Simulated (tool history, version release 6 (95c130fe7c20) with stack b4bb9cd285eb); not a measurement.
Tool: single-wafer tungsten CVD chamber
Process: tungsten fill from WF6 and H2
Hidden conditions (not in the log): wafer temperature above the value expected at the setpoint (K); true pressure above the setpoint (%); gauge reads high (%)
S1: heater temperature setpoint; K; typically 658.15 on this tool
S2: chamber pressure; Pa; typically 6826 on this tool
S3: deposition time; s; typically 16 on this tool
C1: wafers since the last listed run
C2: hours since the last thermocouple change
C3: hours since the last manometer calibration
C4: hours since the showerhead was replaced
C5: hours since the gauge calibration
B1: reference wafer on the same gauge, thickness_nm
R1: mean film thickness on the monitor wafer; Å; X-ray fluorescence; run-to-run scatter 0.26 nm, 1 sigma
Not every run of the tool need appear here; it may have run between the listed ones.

Run 1, day 0: usual settings; C1 0; C2 2857.5; C3 1103.7; C4 2783.2; C5 348.8; B1 52.509. Result: R1 491.11 Å.
Run 2, day 0.888: usual settings; C1 576; C2 2878.8; C3 1125; C4 2804.5; C5 370.1; B1 52.468. Result: R1 497.32 Å.
Run 3, day 2.117: usual settings; C1 798; C2 2908.3; C3 1154.5; C4 2834; C5 399.6; B1 52.41. Result: R1 493.2 Å.
Run 4, day 3.458: usual settings; C1 871; C2 2940.5; C3 1186.7; C4 2866.2; C5 431.8; B1 52.332. Result: R1 494.06 Å.
Run 5, day 4.846: usual settings; C1 900; C2 2973.8; C3 1220; C4 2899.5; C5 465.1; B1 52.445. Result: R1 501.02 Å.
Run 6, day 6.042: usual settings but S3 17.6 s; C1 776; C2 3002.5; C3 1248.7; C4 2928.2; C5 493.8; B1 52.495. Result: R1 544.52 Å.
Run 7, day 6.821: usual settings but S3 17.6 s; C1 505; C2 3021.2; C3 1267.4; C4 2946.9; C5 512.5; B1 52.44. Result: R1 557.64 Å.
Run 8, day 10.621: usual settings but S3 17.6 s; C1 2467; C2 3112.4; C3 1358.6; C4 3038.1; C5 603.7; B1 52.304. Result: R1 552.75 Å.
Run 9, day 11.229: usual settings but S3 14.3 s; C1 394; C2 3127; C3 1373.2; C4 3052.7; C5 618.3; B1 52.505. Result: R1 453.69 Å.
Run 10, day 11.746: usual settings but S2 7826 Pa; C1 335; C2 3139.4; C3 1385.6; C4 3065.1; C5 630.7; B1 52.387. Result: R1 528.11 Å.
Run 11, day 12.296: usual settings but S2 7826 Pa; C1 357; C2 3152.6; C3 1398.8; C4 3078.3; C5 643.9; B1 52.426. Result: R1 538.05 Å.
Run 12, day 13.654: usual settings but S2 7826 Pa; C1 881; C2 3185.2; C3 1431.4; C4 3110.9; C5 676.5; B1 52.417. Result: R1 535.34 Å.
Run 13, day 14.875: usual settings but S3 15 s; C1 792; C2 3214.5; C3 1460.7; C4 3140.2; C5 705.8; B1 52.503. Result: R1 476.31 Å.
At day 15.838: showerhead replaced.
Run 14, day 16.162: usual settings but S3 13.6 s; C1 619; C2 3245.4; C3 1491.6; C4 7.8; C5 736.7; B1 52.53. Result: R1 434.56 Å.
Run 15, day 16.825: usual settings but S3 13.6 s; C1 430; C2 3261.3; C3 1507.5; C4 23.7; C5 752.6; B1 52.387. Result: R1 435.81 Å.
Run 16, day 17.692: usual settings but S3 13.6 s; C1 562; C2 3282.1; C3 1528.3; C4 44.5; C5 773.4; B1 52.392. Result: R1 433.91 Å.
Run 17, day 20.325: usual settings; C1 1709; C2 3345.3; C3 1591.5; C4 107.7; C5 836.6; B1 52.58. Result: R1 513.71 Å.
Run 18, day 22.612: usual settings but S1 672.15 K, S2 8519 Pa, S3 18.9 s; C1 1485; C2 3400.2; C3 1646.4; C4 162.6; C5 891.5; B1 52.265. Result: R1 888.51 Å.
At day 23.408: thermocouple changed; heater temperature recalibrated.
Run 19, day 23.429: usual settings; C1 313; C2 0.5; C3 1666; C4 182.2; C5 911.1; B1 52.491. Result: R1 448.62 Å.
Run 20, day 24.462: usual settings but S1 672.15 K, S2 5573 Pa, S3 15.1 s; C1 670; C2 25.3; C3 1690.8; C4 207; C5 935.9; B1 52.508. Result: R1 528.16 Å.
At day 24.554: gauge calibrated.
Run 21, day 25.496: usual settings but S2 8493 Pa; C1 670; C2 50.1; C3 1715.6; C4 231.8; C5 22.6; B1 52.47. Result: R1 479.86 Å.
At day 26.375: capacitance manometer re-zeroed and calibrated.
Run 22, day 26.779: usual settings but S3 17.6 s; C1 616; C2 80.9; C3 9.7; C4 262.6; C5 53.4; B1 52.381. Result: R1 493.41 Å.
Run 23, day 27.621: usual settings but S1 647.15 K, S2 6039 Pa, S3 18.7 s; C1 546; C2 101.1; C3 29.9; C4 282.8; C5 73.6; B1 52.291. Result: R1 386.41 Å.
Run 24, day 28.521: usual settings but S1 665.15 K, S2 7879 Pa, S3 13.6 s; C1 584; C2 122.7; C3 51.5; C4 304.4; C5 95.2; B1 52.371. Result: R1 463.98 Å.
Run 25, day 29.171: usual settings; C1 422; C2 138.3; C3 67.1; C4 320; C5 110.8; B1 52.408. Result: R1 446.5 Å.
Run 26, day 29.779: usual settings; C1 394; C2 152.9; C3 81.7; C4 334.6; C5 125.4; B1 52.429. Result: R1 446.67 Å.
Run 27, day 31.254: usual settings but S2 6199 Pa; C1 957; C2 188.3; C3 117.1; C4 370; C5 160.8; B1 52.364. Result: R1 426.66 Å.
Run 28, day 31.946: usual settings but S1 665.15 K, S3 14.8 s; C1 449; C2 204.9; C3 133.7; C4 386.6; C5 177.4; B1 52.55. Result: R1 481.71 Å.
Run 29, day 32.546: usual settings but S1 670.15 K, S2 5480 Pa, S3 13.8 s; C1 389; C2 219.3; C3 148.1; C4 401; C5 191.8; B1 52.217. Result: R1 456.59 Å.

Expected results for the next run?
Run 30, day 33.429: usual settings; C1 573; C2 240.5; C3 169.3; C4 422.2; C5 213; B1 ?. Result: R1 ?.

For run 30 the tool returned B1 52.427, R1 443.53 Å.
Without the tool's hidden state the same run would have given R1 436.4 Å.
